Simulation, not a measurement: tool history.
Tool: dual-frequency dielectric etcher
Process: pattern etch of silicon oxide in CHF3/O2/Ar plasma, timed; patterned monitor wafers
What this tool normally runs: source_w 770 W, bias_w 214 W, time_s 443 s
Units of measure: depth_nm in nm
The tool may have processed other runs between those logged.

run    day  source_w  bias_w  time_s  read-back reference wafer on the same gauge, depth_nm  depth_nm
  1      0       770     197     443                                                   1211     938.5
  2  0.325       770     197     443                                                 1208.9     946.1
  3  0.788       770     197     443                                                 1210.4     944.3
  4  1.462       770     214     443                                                 1209.3     972.8
  5  1.862       850     214   408.5                                                 1210.3     915.5
  6  2.492       850     214   408.5                                                 1210.5     918.7
     2.679  -- bias power generator calibrated
  7  2.867       850     214   408.5                                                 1210.9     915.8
  8  3.233       770     214   544.5                                                 1208.1    1177.8
  9  3.567       770     214     443                                                 1210.8       968
 10  4.162       690     166     330                                                 1210.2     646.8
 11  4.617       770     214     443                                                 1210.7     961.8
     5.579  -- gauge calibrated
     5.779  -- wet clean of the chamber
     6.708  -- upper electrode replaced
 12  6.729       690     214     443                                                   1211     981.2
 13  6.746       900     261     571                                                 1211.3    1455.1
 14  6.767       630     255     363                                                   1211       823
 15  6.783       850     214   318.5                                                 1209.4     752.2
 16  7.004       770     259     561                                                   1211    1352.7
 17  7.529       770     231     485                                                 1210.2      1132
     7.779  -- source power generator calibrated
 18  8.092       770     214     443                                                 1211.2    1008.6
 19  8.421       880     214     403                                                 1210.6     962.7
 20  9.171       770     214   494.5                                                 1209.9    1130.6

Predict the results of run 21:
 21  9.496       610     192     556                                                      ?         ?

Run 21 produced read-back reference wafer on the same gauge, depth_nm 1211.6, depth_nm 1140.8 nm.
Minus the tool's unlogged condition, the same run would have read depth_nm 1148.4 nm.

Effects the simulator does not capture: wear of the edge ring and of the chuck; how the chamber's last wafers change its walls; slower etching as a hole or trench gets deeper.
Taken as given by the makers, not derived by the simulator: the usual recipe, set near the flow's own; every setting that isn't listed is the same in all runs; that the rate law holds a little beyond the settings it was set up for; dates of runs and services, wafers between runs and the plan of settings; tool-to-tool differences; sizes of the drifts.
